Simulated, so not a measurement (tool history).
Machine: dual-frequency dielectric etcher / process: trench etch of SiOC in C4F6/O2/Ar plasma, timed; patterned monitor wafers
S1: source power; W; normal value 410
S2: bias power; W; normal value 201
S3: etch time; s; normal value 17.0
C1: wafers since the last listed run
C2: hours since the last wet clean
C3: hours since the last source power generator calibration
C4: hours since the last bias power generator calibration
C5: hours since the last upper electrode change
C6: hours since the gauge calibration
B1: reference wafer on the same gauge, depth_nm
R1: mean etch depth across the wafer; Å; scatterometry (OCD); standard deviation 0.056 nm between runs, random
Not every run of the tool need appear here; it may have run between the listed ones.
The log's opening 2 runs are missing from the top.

run	hour	S1	S2	S3	C1	C2	C3	C4	C5	C6	B1	R1
# hour 28.6: bias power generator calibrated
3	29.1	340	201	21.0	106	363.0	1494.6	0.5	3107.8	405.2	43.31	428.1
4	34.3	340	201	21.0	55	368.2	1499.8	5.7	3113.0	410.4	43.30	428.6
5	40.8	340	201	21.0	69	374.7	1506.3	12.2	3119.5	416.9	43.30	428.3
6	49.5	410	234	15.5	93	383.4	1515.0	20.9	3128.2	425.6	43.32	353.1
7	65.3	410	234	15.5	169	399.2	1530.8	36.7	3144.0	441.4	43.32	354.0
# hour 79.4: source power generator calibrated
# hour 92.5: wet clean of the chamber
8	93.0	410	201	20.0	113	0.5	13.6	64.4	3171.7	469.1	43.30	438.0
9	93.4	480	242	13.5	4	0.9	14.0	64.8	3172.1	469.5	43.30	330.7
10	95.0	410	182	17.0	17	2.5	15.6	66.4	3173.7	471.1	43.30	359.8
11	101.1	410	201	17.0	65	8.6	21.7	72.5	3179.8	477.2	43.32	371.8
12	115.2	510	201	13.5	151	22.7	35.8	86.6	3193.9	491.3	43.31	316.9
# hour 121.3: gauge calibrated
# hour 149.5: upper electrode replaced
13	150.0	470	221	12.5	115	57.5	70.6	121.4	0.5	28.7	43.29	294.9
14	150.3	500	182	17.0	3	57.8	70.9	121.7	0.8	29.0	43.28	384.5
15	164.9	410	201	17.0	156	72.4	85.5	136.3	15.4	43.6	43.31	372.8
16	181.4	500	186	17.0	176	88.9	102.0	152.8	31.9	60.1	43.30	385.9
17	190.6	410	201	17.0	98	98.1	111.2	162.0	41.1	69.3	43.30	372.1
18	203.3	330	168	17.0	136	110.8	123.9	174.7	53.8	82.0	43.31	328.3
19	214.2	380	180	13.0	116	121.7	134.8	185.6	64.7	92.9	43.31	268.0
20	227.9	410	201	17.0	146	135.4	148.5	199.3	78.4	106.6	43.30	372.9
21	239.2	410	201	17.0	121	146.7	159.8	210.6	89.7	117.9	43.31	372.8
22	250.5	410	243	17.0	121	158.0	171.1	221.9	101.0	129.2	43.29	396.9
23	257.7	500	248	17.0	77	165.2	178.3	229.1	108.2	136.4	43.30	426.2
24	270.0	510	201	17.0	131	177.5	190.6	241.4	120.5	148.7	43.30	398.8

Run 25 has not been measured yet. What should we expect?
25	281.7	310	246	14.0	125	189.2	202.3	253.1	132.2	160.4	?	?

B1: 43.30
R1: 301.2 Å
Minus the tool's unlogged condition, the same run would have read R1 301.1 Å.

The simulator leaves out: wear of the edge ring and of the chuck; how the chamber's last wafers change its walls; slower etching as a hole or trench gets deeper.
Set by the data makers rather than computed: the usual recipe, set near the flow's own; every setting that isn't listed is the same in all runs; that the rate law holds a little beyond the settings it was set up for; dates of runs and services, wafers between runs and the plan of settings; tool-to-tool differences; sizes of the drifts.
